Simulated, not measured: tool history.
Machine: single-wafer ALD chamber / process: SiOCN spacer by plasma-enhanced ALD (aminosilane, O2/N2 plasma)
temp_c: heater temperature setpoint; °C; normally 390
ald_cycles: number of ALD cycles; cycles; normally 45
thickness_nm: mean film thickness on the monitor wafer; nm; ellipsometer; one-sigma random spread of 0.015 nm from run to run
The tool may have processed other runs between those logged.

run   hour  temp_c  ald_cycles  read-back reference wafer on the same gauge, thickness_nm  thickness_nm
  1    0.0     390          45                                                      3.211         2.839
  2   15.5     384          45                                                      3.206         2.791
  3   33.7     384          45                                                      3.210         2.853
  4   50.3     384          45                                                      3.209         2.821
  5   74.5     390          45                                                      3.210         2.823
  6   92.8     385          45                                                      3.208         2.818
  7  126.3     385          45                                                      3.210         2.830
     160.2  -- thermocouple changed; heater temperature recalibrated
  8  160.7     385          45                                                      3.210         2.825
     167.3  -- gauge calibrated
  9  188.1     390          45                                                      3.212         2.845
 10  200.6     396          51                                                      3.209         3.177
 11  221.5     390          39                                                      3.210         2.431
 12  242.2     377          45                                                      3.209         2.829
 13  257.9     396          36                                                      3.213         2.251
 14  271.3     375          48                                                      3.207         3.043
 15  296.2     397          41                                                      3.210         2.579
 16  395.5     394          52                                                      3.214         3.257
 17  428.2     390          45                                                      3.206         2.798
 18  463.2     378          39                                                      3.212         2.409
 19  493.5     390          45                                                      3.212         2.779

Branching from run 19: 3 alternative next runs. What would each branch give?
  A  494.0     390          45                                                          ?             ?
  B  494.0     380          45                                                          ?             ?
  C  494.0     397          42                                                          ?             ?

run  read-back reference wafer on the same gauge, thickness_nm  thickness_nm
  A                                                      3.213         2.825
  B                                                      3.213         2.825
  C                                                      3.213         2.637
With no hidden state in the tool, these same runs would have given:
run  thickness_nm
  A         2.825
  B         2.825
  C         2.637
